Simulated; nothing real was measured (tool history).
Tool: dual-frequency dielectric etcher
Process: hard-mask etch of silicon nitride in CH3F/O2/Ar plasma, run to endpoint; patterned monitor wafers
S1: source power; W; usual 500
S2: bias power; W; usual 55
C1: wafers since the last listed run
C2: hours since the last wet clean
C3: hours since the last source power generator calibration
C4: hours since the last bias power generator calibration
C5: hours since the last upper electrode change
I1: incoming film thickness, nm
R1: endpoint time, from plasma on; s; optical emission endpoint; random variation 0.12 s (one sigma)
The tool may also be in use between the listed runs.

run	hour	S1	S2	C1	C2	C3	C4	C5	I1	R1
1	0.0	530	61	0	458.0	3162.1	1991.9	3001.6	28.34	35.1
2	7.0	500	55	47	465.0	3169.1	1998.9	3008.6	28.48	38.0
3	23.6	500	55	112	481.6	3185.7	2015.5	3025.2	28.32	38.0
4	36.6	500	55	87	494.6	3198.7	2028.5	3038.2	28.79	38.4
5	47.9	500	55	76	505.9	3210.0	2039.8	3049.5	28.50	38.1
6	62.8	500	55	100	520.8	3224.9	2054.7	3064.4	28.61	38.3
# hour 79.5: source power generator calibrated
7	80.3	500	55	91	538.3	0.8	2072.2	3081.9	28.61	38.0
# hour 84.8: bias power generator calibrated
# hour 116.1: upper electrode replaced
8	116.6	500	55	56	574.6	37.1	31.8	0.5	28.68	38.2
9	117.0	540	50	2	575.0	37.5	32.2	0.9	28.34	37.8
# hour 147.4: wet clean of the chamber
10	147.9	550	55	46	0.5	68.4	63.1	31.8	28.60	38.0
11	148.2	410	65	2	0.8	68.7	63.4	32.1	28.46	41.5
12	154.2	500	55	40	6.8	74.7	69.4	38.1	28.52	40.0
13	166.0	500	55	79	18.6	86.5	81.2	49.9	28.57	39.9
14	182.0	550	62	108	34.6	102.5	97.2	65.9	28.44	35.6
15	192.5	540	55	70	45.1	113.0	107.7	76.4	28.53	38.1
16	202.8	600	66	69	55.4	123.3	118.0	86.7	28.64	33.1

Forecast each of these 4 alternatives for the next run:
A	203.2	600	55	2	55.8	123.7	118.4	87.1	28.53	?
B	203.2	440	49	2	55.8	123.7	118.4	87.1	28.53	?
C	203.2	450	45	2	55.8	123.7	118.4	87.1	28.53	?
D	203.2	430	67	2	55.8	123.7	118.4	87.1	28.53	?

run	R1
A	35.9
B	45.4
C	46.7
D	39.5
Without the tool's hidden state the same runs would have given:
run	R1
A	36.1
B	45.7
C	47.1
D	39.8

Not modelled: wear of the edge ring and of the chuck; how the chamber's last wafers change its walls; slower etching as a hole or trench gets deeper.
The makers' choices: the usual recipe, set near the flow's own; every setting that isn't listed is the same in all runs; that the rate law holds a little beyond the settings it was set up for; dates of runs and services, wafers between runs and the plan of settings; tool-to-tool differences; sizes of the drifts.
